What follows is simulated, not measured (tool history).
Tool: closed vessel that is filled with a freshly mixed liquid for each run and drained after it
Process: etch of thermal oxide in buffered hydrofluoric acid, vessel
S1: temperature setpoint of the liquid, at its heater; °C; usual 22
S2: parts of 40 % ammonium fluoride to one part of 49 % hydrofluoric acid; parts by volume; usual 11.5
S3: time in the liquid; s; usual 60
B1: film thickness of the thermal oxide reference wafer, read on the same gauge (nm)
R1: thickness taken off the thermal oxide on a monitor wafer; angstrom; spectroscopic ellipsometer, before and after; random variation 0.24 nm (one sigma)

run	hour	S1	S2	S3	B1	R1
1	0	22	11.5	60	39.98	548
2	85.8	22	11.5	60	40	548.4
3	262.5	22	11.5	60	39.99	545.2
4	326	22	11.5	60	39.98	544.7
5	432.9	22	11.5	60	40.03	547.5
6	498.3	22	11.5	50	39.97	449.4
7	560.2	22	11.5	50	39.99	452.3
8	619.2	22	11.5	50	40	450.5
9	674.5	20.5	11.5	60	40.01	493.9
# hour 685.8: thermometer replaced
# hour 738.1: gauge calibrated
10	969	17.5	13.5	35	40.01	209.4
11	1069.2	22	11.5	60	40.01	535.7
12	1110.4	20.5	8	45	40.04	514.1
13	1154.4	23.5	11.5	35	40.01	335.8
14	1210.3	19	8.5	95	40.04	922.4
# hour 1434.4: hydrofluoric acid flow meter replaced
15	1507.7	22	14.5	80	40.01	595.5
16	1582	22	9	60	39.99	681.7
17	1682.2	18	15	90	39.99	511.2
18	1768.7	22	11.5	60	40	552.6
19	1820.3	25	7	50	40	864.2

5 options for the next run, each taken on its own from the tool as it stands now. Forecast them:
A	1821	22	11.5	60	?	?
B	1821	22	11.5	70	?	?
C	1821	22	8	75	?	?
D	1821	24.5	11.5	75	?	?
E	1821	26	13	45	?	?

run	B1	R1
A	40	553.4
B	40	645.7
C	40	961.4
D	40	793.4
E	40	458
Without the tool's unlogged condition, the same runs would have read:
run	R1
A	559.8
B	653.1
C	973.7
D	802.6
E	463.3

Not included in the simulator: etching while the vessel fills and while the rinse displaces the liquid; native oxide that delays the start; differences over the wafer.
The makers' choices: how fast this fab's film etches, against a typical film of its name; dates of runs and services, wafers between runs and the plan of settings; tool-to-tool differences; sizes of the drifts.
